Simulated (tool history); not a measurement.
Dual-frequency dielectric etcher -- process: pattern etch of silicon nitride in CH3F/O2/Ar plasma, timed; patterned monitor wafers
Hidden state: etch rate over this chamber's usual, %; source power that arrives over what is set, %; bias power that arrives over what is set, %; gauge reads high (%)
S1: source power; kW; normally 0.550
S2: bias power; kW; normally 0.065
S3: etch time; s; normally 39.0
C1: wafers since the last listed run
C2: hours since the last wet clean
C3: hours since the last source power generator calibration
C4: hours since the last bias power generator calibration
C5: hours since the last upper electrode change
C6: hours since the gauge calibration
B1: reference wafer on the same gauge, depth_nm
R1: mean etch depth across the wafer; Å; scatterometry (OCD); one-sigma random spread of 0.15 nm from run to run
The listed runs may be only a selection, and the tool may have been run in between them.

run	hour	S1	S2	S3	C1	C2	C3	C4	C5	C6	B1	R1
1	0.0	0.550	0.070	33.0	0	273.3	2596.2	2668.3	3286.2	75.0	27.24	277.8
2	21.0	0.550	0.065	39.0	203	294.3	2617.2	2689.3	3307.2	96.0	27.25	321.6
3	40.8	0.550	0.065	39.0	192	314.1	2637.0	2709.1	3327.0	115.8	27.25	319.7
4	62.6	0.550	0.065	39.0	211	335.9	2658.8	2730.9	3348.8	137.6	27.29	320.9
5	87.2	0.650	0.065	39.0	238	360.5	2683.4	2755.5	3373.4	162.2	27.25	344.5
6	105.7	0.550	0.065	31.0	179	379.0	2701.9	2774.0	3391.9	180.7	27.28	254.6
7	168.0	0.550	0.065	41.5	604	441.3	2764.2	2836.3	3454.2	243.0	27.18	339.9
8	199.5	0.550	0.065	41.5	305	472.8	2795.7	2867.8	3485.7	274.5	27.14	341.4
9	221.4	0.550	0.065	41.5	212	494.7	2817.6	2889.7	3507.6	296.4	27.13	338.5
10	239.1	0.550	0.053	39.0	171	512.4	2835.3	2907.4	3525.3	314.1	27.11	301.3
11	273.8	0.550	0.053	39.0	336	547.1	2870.0	2942.1	3560.0	348.8	27.08	305.3
# hour 306.4: upper electrode replaced
# hour 330.8: wet clean of the chamber
12	331.3	0.550	0.065	39.0	92	0.5	2927.5	2999.6	24.9	406.3	26.88	316.1
13	331.6	0.660	0.061	39.0	2	0.8	2927.8	2999.9	25.2	406.6	26.95	339.6
14	331.9	0.430	0.051	34.5	2	1.1	2928.1	3000.2	25.5	406.9	27.01	235.1
15	351.2	0.550	0.059	50.0	187	20.4	2947.4	3019.5	44.8	426.2	26.95	397.6
16	363.8	0.420	0.074	43.5	122	33.0	2960.0	3032.1	57.4	438.8	26.94	322.7
17	387.3	0.590	0.058	39.0	228	56.5	2983.5	3055.6	80.9	462.3	26.86	317.8
18	399.7	0.420	0.054	30.0	120	68.9	2995.9	3068.0	93.3	474.7	26.83	206.0
# hour 410.4: source power generator calibrated
# hour 412.7: bias power generator calibrated
19	424.7	0.610	0.065	39.0	180	93.9	14.3	12.0	118.3	499.7	26.84	329.2
# hour 426.2: gauge calibrated
20	445.6	0.550	0.065	39.0	202	114.8	35.2	32.9	139.2	19.4	27.29	320.1
21	473.5	0.550	0.065	42.5	270	142.7	63.1	60.8	167.1	47.3	27.27	350.1
22	495.3	0.550	0.065	39.0	211	164.5	84.9	82.6	188.9	69.1	27.31	321.7
23	529.0	0.550	0.073	32.5	327	198.2	118.6	116.3	222.6	102.8	27.27	276.2
24	555.6	0.670	0.065	46.5	258	224.8	145.2	142.9	249.2	129.4	27.32	420.0

Each row is a separate what-if for the run after 24, all from the same tool condition, not one after another. Results?
A	556.0	0.550	0.065	50.0	3	225.2	145.6	143.3	249.6	129.8	?	?
B	556.0	0.630	0.065	42.5	3	225.2	145.6	143.3	249.6	129.8	?	?
C	556.0	0.450	0.080	29.5	3	225.2	145.6	143.3	249.6	129.8	?	?
D	556.0	0.430	0.065	39.0	3	225.2	145.6	143.3	249.6	129.8	?	?
E	556.0	0.690	0.065	28.0	3	225.2	145.6	143.3	249.6	129.8	?	?

run	B1	R1
A	27.26	413.9
B	27.26	373.5
C	27.26	236.1
D	27.26	289.0
E	27.26	256.0
With no hidden state in the tool, these same runs would have given:
run	R1
A	414.5
B	374.0
C	236.4
D	289.4
E	256.3

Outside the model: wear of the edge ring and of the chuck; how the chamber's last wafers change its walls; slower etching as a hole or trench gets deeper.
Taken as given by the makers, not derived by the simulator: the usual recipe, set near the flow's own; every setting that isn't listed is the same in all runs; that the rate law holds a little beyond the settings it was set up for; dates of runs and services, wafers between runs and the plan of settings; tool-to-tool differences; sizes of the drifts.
